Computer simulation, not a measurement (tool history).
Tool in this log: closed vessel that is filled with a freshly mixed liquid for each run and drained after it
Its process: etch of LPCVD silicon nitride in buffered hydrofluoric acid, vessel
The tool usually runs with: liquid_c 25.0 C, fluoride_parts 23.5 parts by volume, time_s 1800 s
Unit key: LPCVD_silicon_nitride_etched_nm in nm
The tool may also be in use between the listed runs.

run,hour,liquid_c,fluoride_parts,time_s,"read-back film thickness of the LPCVD silicon nitride reference wafer, read on the same gauge (nm)",LPCVD_silicon_nitride_etched_nm
1,0.0,25.0,28.0,2105,109.98,12.04
2,13.0,25.0,28.0,2105,110.00,12.04
3,27.5,25.0,28.0,2105,109.97,11.97
4,35.8,28.5,23.5,1800,109.98,14.07
5,49.7,28.5,23.5,1800,110.01,14.12
6,66.7,25.0,23.5,1800,109.99,11.66
7,83.8,25.0,23.5,1800,109.99,11.68
8,93.9,25.0,27.0,1800,110.02,10.63
# hour 100.5: gauge calibrated
9,106.9,25.0,27.0,1800,109.99,10.64
10,119.2,23.0,23.5,2665,110.02,15.40
11,127.6,25.0,23.5,1800,109.98,11.57
# hour 139.7: hydrofluoric acid flow meter replaced
12,141.0,27.0,29.5,2730,110.01,15.49
# hour 147.3: thermometer replaced
13,171.0,29.0,29.5,890,110.01,5.64
# hour 178.5: hydrofluoric acid flow meter replaced, repeated, since the last time left the tool worse
14,184.4,25.0,23.5,1800,110.05,12.45
15,196.5,25.0,23.5,1800,109.99,12.35
16,212.5,25.0,18.0,2515,110.00,21.14
17,229.5,23.5,17.5,2435,110.00,19.46
18,261.7,29.5,29.0,2875,109.96,21.58
19,274.0,29.5,29.0,2875,109.97,21.64

Below are 4 alternative next runs, each starting from the tool's condition after run 19. Predict each:
A,275.1,28.0,23.5,1800,?,?
B,275.1,27.5,30.0,2100,?,?
C,275.1,22.0,23.5,1800,?,?
D,275.1,28.0,28.0,965,?,?

run,"read-back film thickness of the LPCVD silicon nitride reference wafer, read on the same gauge (nm)",LPCVD_silicon_nitride_etched_nm
A,109.95,14.35
B,109.95,13.70
C,109.95,10.34
D,109.95,6.82
With no hidden state in the tool, these same runs would have given:
run,LPCVD_silicon_nitride_etched_nm
A,14.58
B,14.01
C,10.52
D,6.94
